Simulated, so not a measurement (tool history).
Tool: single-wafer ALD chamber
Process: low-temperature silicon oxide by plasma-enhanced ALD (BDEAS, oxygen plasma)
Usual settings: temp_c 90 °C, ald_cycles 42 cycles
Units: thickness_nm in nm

run	hour	temp_c	ald_cycles	wafers since the last listed run	hours since the last thermocouple change	hours since the gauge calibration	read-back reference wafer on the same gauge, thickness_nm	thickness_nm
1	0.0	80	42	0	1551.6	588.0	5.587	6.080
2	44.7	80	42	370	1596.3	632.7	5.587	6.037
3	75.5	98	42	255	1627.1	663.5	5.590	5.682
4	126.4	98	42	421	1678.0	714.4	5.587	5.688
5	153.3	98	42	222	1704.9	741.3	5.589	5.665
6	208.4	90	42	456	1760.0	796.4	5.590	5.818
7	242.9	90	42	285	1794.5	830.9	5.586	5.866
8	298.6	96	42	461	1850.2	886.6	5.593	5.730
9	335.7	90	42	307	1887.3	923.7	5.589	5.832
10	405.8	90	42	580	1957.4	993.8	5.588	5.802
11	438.4	90	42	270	1990.0	1026.4	5.593	5.817
12	503.2	81	42	536	2054.8	1091.2	5.590	6.007
# hour 539.2: thermocouple changed; heater temperature recalibrated
13	539.7	81	42	236	0.5	1127.7	5.588	6.123
14	577.6	90	42	314	38.4	1165.6	5.583	5.930
15	607.8	90	42	250	68.6	1195.8	5.586	5.925
16	641.5	90	42	279	102.3	1229.5	5.594	5.923
17	675.3	90	42	280	136.1	1263.3	5.581	5.921
18	744.4	90	42	572	205.2	1332.4	5.587	5.893
# hour 783.3: gauge calibrated
19	796.6	90	42	432	257.4	13.3	5.588	5.902
20	846.4	76	34	412	307.2	63.1	5.585	5.009
21	885.6	98	48	324	346.4	102.3	5.595	6.527
22	909.7	90	35	199	370.5	126.4	5.594	4.914
23	957.2	96	35	393	418.0	173.9	5.590	4.793
24	1025.5	103	48	565	486.3	242.2	5.594	6.484
25	1073.3	102	40	396	534.1	290.0	5.589	5.417
26	1135.0	90	42	511	595.8	351.7	5.591	5.902
27	1180.8	94	42	379	641.6	397.5	5.599	5.795
28	1212.6	90	42	263	673.4	429.3	5.583	5.871
29	1306.1	98	45	774	766.9	522.8	5.587	6.073
30	1337.2	86	34	257	798.0	553.9	5.589	4.817
31	1391.6	78	49	450	852.4	608.3	5.590	7.119
32	1417.9	90	47	217	878.7	634.6	5.587	6.551
33	1466.3	80	34	401	927.1	683.0	5.594	4.916
34	1514.4	90	42	398	975.2	731.1	5.583	5.856
35	1578.4	103	44	530	1039.2	795.1	5.586	5.895
36	1635.7	105	50	474	1096.5	852.4	5.588	6.697

How the hidden state differs across the entries between the runs, from the last listed run before each to the first after it:
Between runs 12 and 13: thermocouple changed; heater temperature recalibrated (hour 539.2)
  wafer temperature above the value expected at the setpoint (K): 5.11 -> 0.162
  measured less the result without the state, thickness_nm: -0.105 -> -0.003 nm
Between runs 18 and 19: gauge calibrated (hour 783.3)
  wafer temperature above the value expected at the setpoint (K): 0.777 -> 0.934
  measured less the result without the state, thickness_nm: -0.016 -> -0.019 nm
